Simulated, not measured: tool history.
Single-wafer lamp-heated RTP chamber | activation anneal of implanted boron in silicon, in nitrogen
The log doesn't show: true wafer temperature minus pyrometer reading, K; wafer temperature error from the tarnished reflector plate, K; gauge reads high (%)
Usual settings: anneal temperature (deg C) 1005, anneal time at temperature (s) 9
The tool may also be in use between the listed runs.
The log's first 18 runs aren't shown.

run	hour	anneal temperature (deg C)	anneal time at temperature (s)	wafers since the last listed run	wafers since the last pyrometer calibration	wafers since the reflector plate was cleaned	hours since the gauge calibration	read-back reference wafer on the same gauge, sheet resistance	sheet resistance of the implanted and annealed layer (ohm/square)
19	1322.1	977	8	1007	8439	8800	346.3	300.97	344.05
20	1362.2	1005	9	594	9033	9394	386.4	301.01	334.38
21	1420.0	1005	14	857	9890	10252	444.2	301.00	334.32
# hour 1473.3: pyrometer window cleaned and pyrometer calibrated
22	1494.6	1035	9	987	316	11239	518.8	300.93	334.63
23	1572.4	1005	9	1153	1470	12393	596.6	300.99	335.85
24	1616.2	1023	9	649	2119	13043	640.4	301.03	334.14
# hour 1667.7: reflector plate cleaned
25	1674.2	996	4	741	2861	95	698.4	301.03	343.14
26	1712.7	980	6	570	3432	666	736.9	300.95	353.46
27	1778.1	1005	9	969	4402	1636	802.3	300.97	337.27
28	1821.3	987	12	640	5043	2277	845.5	301.12	343.05
29	1909.4	1005	9	1306	6349	3583	933.6	301.03	336.33
30	1975.0	1034	8	972	7322	4556	999.2	300.90	334.72
31	2078.9	995	6	1540	8863	6097	1103.1	301.08	337.82
32	2161.7	996	13	1227	10091	7325	1185.9	300.91	335.65
33	2203.7	1005	11	622	10714	7948	1227.9	301.06	333.71
# hour 2228.9: pyrometer window cleaned and pyrometer calibrated
34	2295.6	1005	9	1244	988	9192	1319.8	301.09	336.66
35	2340.3	1024	8	662	1651	9855	1364.5	301.03	335.22
36	2410.7	980	12	1044	2695	10900	1434.9	300.99	343.36

Forecast each of these 5 alternatives for the next run:
A	2411.1	1005	9	5	2701	10905	1435.3	?	?
B	2411.1	1020	7	5	2701	10905	1435.3	?	?
C	2411.1	1015	12	5	2701	10905	1435.3	?	?
D	2411.1	1031	11	5	2701	10905	1435.3	?	?
E	2411.1	981	7	5	2701	10905	1435.3	?	?

run	read-back reference wafer on the same gauge, sheet resistance	sheet resistance of the implanted and annealed layer (ohm/square)
A	301.09	336.65
B	301.09	335.14
C	301.09	334.81
D	301.09	333.98
E	301.09	347.22
Without the tool's hidden state the same runs would have given:
run	sheet resistance of the implanted and annealed layer (ohm/square)
A	339.18
B	336.36
C	336.04
D	334.48
E	356.33
